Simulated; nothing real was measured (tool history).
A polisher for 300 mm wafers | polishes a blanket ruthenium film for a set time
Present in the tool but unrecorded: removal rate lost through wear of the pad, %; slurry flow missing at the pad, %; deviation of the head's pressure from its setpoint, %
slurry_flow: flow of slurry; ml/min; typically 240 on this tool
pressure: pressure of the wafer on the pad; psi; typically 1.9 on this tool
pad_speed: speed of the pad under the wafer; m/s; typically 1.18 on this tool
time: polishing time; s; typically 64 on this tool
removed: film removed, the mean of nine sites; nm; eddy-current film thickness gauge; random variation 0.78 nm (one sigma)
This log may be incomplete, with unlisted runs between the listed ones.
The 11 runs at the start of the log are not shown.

| run | hour | slurry_flow | pressure | pad_speed | time | wafers since the last listed run | wafers polished on this pad | hours since the slurry nozzle was cleaned | hours since the head pressure was calibrated | incoming thickness of the incoming film, nm | removed |
|---|---|---|---|---|---|---|---|---|---|---|---|
| 12 | 747.3 | 240 | 1.9 | 1.18 | 64 | 731 | 1728 | 242.2 | 142.6 | 620.0 | 68.0 |
| 13 | 793.3 | 240 | 1.9 | 1.18 | 64 | 482 | 2210 | 288.2 | 188.6 | 625.6 | 68.0 |
| 14 | 833.2 | 240 | 1.9 | 1.18 | 64 | 418 | 2629 | 328.1 | 228.5 | 639.7 | 65.8 |
|  | 847.1 | slurry nozzle cleaned |
| 15 | 904.7 | 240 | 1.9 | 1.18 | 64 | 739 | 3368 | 57.6 | 300.0 | 629.8 | 68.4 |
| 16 | 943.1 | 240 | 1.9 | 1.18 | 64 | 402 | 3771 | 96.0 | 338.4 | 624.3 | 67.6 |
|  | 994.1 | worn pad replaced by a new one |
| 17 | 1009.8 | 300 | 1.9 | 0.88 | 64 | 657 | 164 | 162.7 | 405.1 | 633.6 | 54.8 |
| 18 | 1059.9 | 300 | 1.9 | 0.88 | 64 | 525 | 690 | 212.8 | 455.2 | 634.5 | 55.2 |
| 19 | 1092.2 | 240 | 2.5 | 1.18 | 64 | 338 | 1028 | 245.1 | 487.5 | 632.7 | 90.3 |
| 20 | 1129.2 | 195 | 2.6 | 1.54 | 57 | 388 | 1417 | 282.1 | 524.5 | 630.1 | 99.3 |
| 21 | 1197.1 | 170 | 2.5 | 1.56 | 48 | 712 | 2129 | 350.0 | 592.4 | 628.8 | 75.5 |
| 22 | 1264.7 | 240 | 1.3 | 1.18 | 82 | 709 | 2838 | 417.6 | 660.0 | 633.8 | 53.5 |
|  | 1275.5 | slurry nozzle cleaned |
| 23 | 1307.6 | 240 | 1.3 | 1.00 | 49 | 439 | 3277 | 32.1 | 702.9 | 633.2 | 31.1 |
| 24 | 1370.6 | 320 | 1.9 | 1.44 | 47 | 660 | 3938 | 95.1 | 765.9 | 632.8 | 61.7 |
|  | 1377.9 | worn pad replaced by a new one |
| 25 | 1438.4 | 270 | 1.9 | 1.04 | 64 | 669 | 634 | 162.9 | 833.7 | 634.6 | 63.4 |
|  | 1448.0 | head pressure recalibrated |
| 26 | 1496.7 | 275 | 1.6 | 1.18 | 64 | 590 | 1224 | 221.2 | 48.7 | 626.6 | 58.4 |
| 27 | 1544.9 | 195 | 2.6 | 1.54 | 57 | 505 | 1730 | 269.4 | 96.9 | 630.6 | 101.2 |
| 28 | 1597.2 | 240 | 1.9 | 1.18 | 58 | 548 | 2279 | 321.7 | 149.2 | 626.2 | 59.4 |
| 29 | 1644.1 | 185 | 1.5 | 0.82 | 50 | 491 | 2770 | 368.6 | 196.1 | 631.9 | 28.4 |
|  | 1687.5 | slurry nozzle cleaned |
| 30 | 1708.4 | 240 | 2.4 | 1.18 | 47 | 663 | 3434 | 20.9 | 260.4 | 629.7 | 64.6 |
| 31 | 1764.4 | 240 | 1.9 | 1.38 | 57 | 587 | 4022 | 76.9 | 316.4 | 626.0 | 71.2 |
| 32 | 1815.4 | 240 | 1.4 | 1.34 | 64 | 534 | 4557 | 127.9 | 367.4 | 627.1 | 56.0 |
|  | 1825.3 | worn pad replaced by a new one |
| 33 | 1864.8 | 240 | 1.9 | 1.18 | 64 | 476 | 414 | 177.3 | 416.8 | 642.2 | 68.2 |
| 34 | 1891.5 | 190 | 1.9 | 0.78 | 77 | 280 | 694 | 204.0 | 443.5 | 625.2 | 55.4 |
| 35 | 1940.6 | 195 | 2.4 | 0.80 | 85 | 515 | 1209 | 253.1 | 492.6 | 629.2 | 79.9 |
| 36 | 1987.7 | 265 | 1.5 | 1.18 | 83 | 494 | 1703 | 300.2 | 539.7 | 621.2 | 70.0 |

Each row is a separate what-if for the run after 36, all from the same tool condition, not one after another. Results?
| A | 1988.1 | 240 | 1.9 | 1.18 | 64 | 4 | 1707 | 300.6 | 540.1 | 627.7 | ? |
| B | 1988.1 | 180 | 1.5 | 0.82 | 64 | 4 | 1707 | 300.6 | 540.1 | 627.7 | ? |
| C | 1988.1 | 240 | 2.3 | 0.82 | 64 | 4 | 1707 | 300.6 | 540.1 | 627.7 | ? |
| D | 1988.1 | 190 | 1.3 | 1.46 | 64 | 4 | 1707 | 300.6 | 540.1 | 627.7 | ? |

| run | removed |
|---|---|
| A | 68.9 |
| B | 38.0 |
| C | 61.6 |
| D | 54.3 |
Without the tool's unlogged condition, the same runs would have read:
| run | removed |
|---|---|
| A | 71.6 |
| B | 40.0 |
| C | 64.0 |
| D | 57.0 |

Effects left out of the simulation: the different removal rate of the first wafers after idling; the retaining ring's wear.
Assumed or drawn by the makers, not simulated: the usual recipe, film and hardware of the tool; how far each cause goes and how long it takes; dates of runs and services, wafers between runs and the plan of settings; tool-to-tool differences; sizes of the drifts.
